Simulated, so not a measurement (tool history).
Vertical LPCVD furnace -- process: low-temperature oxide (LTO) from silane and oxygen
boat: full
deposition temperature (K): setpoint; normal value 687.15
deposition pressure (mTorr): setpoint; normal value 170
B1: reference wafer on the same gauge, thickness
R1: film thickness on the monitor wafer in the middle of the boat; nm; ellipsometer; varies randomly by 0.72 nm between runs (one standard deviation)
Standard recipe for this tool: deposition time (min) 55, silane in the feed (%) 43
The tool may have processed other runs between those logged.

run 1 hour=0 | deposition_temperature_(K)=687.15 deposition_pressure_(mTorr)=170 deposition_time_(min)=69 silane_in_the_feed_(%)=37 | B1=397.7 | R1=484.18
run 2 hour=12.2 | deposition_temperature_(K)=687.15 deposition_pressure_(mTorr)=170 deposition_time_(min)=69 silane_in_the_feed_(%)=37 | B1=397.92 | R1=482.82
run 3 hour=45.3 | deposition_temperature_(K)=687.15 deposition_pressure_(mTorr)=170 deposition_time_(min)=69 silane_in_the_feed_(%)=37 | B1=397.78 | R1=483.61
run 4 hour=73.9 | deposition_temperature_(K)=687.15 deposition_pressure_(mTorr)=195 deposition_time_(min)=45 silane_in_the_feed_(%)=43 | B1=397.76 | R1=432.6
run 5 hour=100.9 | deposition_temperature_(K)=687.15 deposition_pressure_(mTorr)=195 deposition_time_(min)=45 silane_in_the_feed_(%)=43 | B1=397.96 | R1=433.39
run 6 hour=131.2 | deposition_temperature_(K)=687.15 deposition_pressure_(mTorr)=195 deposition_time_(min)=45 silane_in_the_feed_(%)=43 | B1=398.18 | R1=433.02
run 7 hour=157.5 | deposition_temperature_(K)=687.15 deposition_pressure_(mTorr)=170 deposition_time_(min)=55 silane_in_the_feed_(%)=49 | B1=397.96 | R1=517.43
-- hour=188.6 silane flow controller replaced
run 8 hour=191.5 | deposition_temperature_(K)=687.15 deposition_pressure_(mTorr)=170 deposition_time_(min)=55 silane_in_the_feed_(%)=49 | B1=397.74 | R1=517.71
run 9 hour=223.4 | deposition_temperature_(K)=681.15 deposition_pressure_(mTorr)=170 deposition_time_(min)=55 silane_in_the_feed_(%)=37 | B1=397.88 | R1=361.09
-- hour=223.9 gauge calibrated
run 10 hour=245 | deposition_temperature_(K)=687.15 deposition_pressure_(mTorr)=170 deposition_time_(min)=55 silane_in_the_feed_(%)=43 | B1=398.09 | R1=459.05
run 11 hour=259.6 | deposition_temperature_(K)=687.15 deposition_pressure_(mTorr)=170 deposition_time_(min)=65.5 silane_in_the_feed_(%)=46 | B1=398.07 | R1=580.99
-- hour=305.5 thermocouples replaced and temperature profile calibrated
-- hour=325.7 pressure gauge zeroed
run 12 hour=326.2 | deposition_temperature_(K)=687.15 deposition_pressure_(mTorr)=195 deposition_time_(min)=45 silane_in_the_feed_(%)=43 | B1=397.82 | R1=452.51
run 13 hour=330.1 | deposition_temperature_(K)=696.15 deposition_pressure_(mTorr)=170 deposition_time_(min)=55 silane_in_the_feed_(%)=43 | B1=397.87 | R1=526.95
run 14 hour=334 | deposition_temperature_(K)=687.15 deposition_pressure_(mTorr)=190 deposition_time_(min)=55 silane_in_the_feed_(%)=46 | B1=397.6 | R1=575.71
run 15 hour=363.4 | deposition_temperature_(K)=687.15 deposition_pressure_(mTorr)=190 deposition_time_(min)=55 silane_in_the_feed_(%)=43 | B1=397.9 | R1=537.31
run 16 hour=393.2 | deposition_temperature_(K)=687.15 deposition_pressure_(mTorr)=170 deposition_time_(min)=55 silane_in_the_feed_(%)=43 | B1=397.98 | R1=480.64
run 17 hour=412.6 | deposition_temperature_(K)=687.15 deposition_pressure_(mTorr)=170 deposition_time_(min)=43.5 silane_in_the_feed_(%)=38 | B1=398.1 | R1=330.29
run 18 hour=438.5 | deposition_temperature_(K)=684.15 deposition_pressure_(mTorr)=155 deposition_time_(min)=44 silane_in_the_feed_(%)=46 | B1=398.05 | R1=363.09

Some steps in R1, run to run, broken into two amounts with sign: the step expected even without the hidden condition (settings, incoming material, random variation), and the rest, left for the hidden condition together with whatever gauge scatter is not in both the measured and the hidden-condition-free result:
What the log doesn't record here: true tube temperature minus thermocouple reading, K; true pressure minus gauge reading, mTorr; deviation of the silane flow from its setpoint, %; gauge reads high (%).
Run 8 -> 9: deposition temperature (K) 687.15 -> 681.15, silane in the feed (%) 49 -> 37. R1 -156.62 nm: hidden state +8.6, all else -165.22.
Run 11 -> 12: deposition pressure (mTorr) 170 -> 195, deposition time (min) 65.5 -> 45, silane in the feed (%) 46 -> 43, thermocouples replaced and temperature profile calibrated, pressure gauge zeroed. R1 -128.48 nm: hidden state +31.08, all else -159.56.
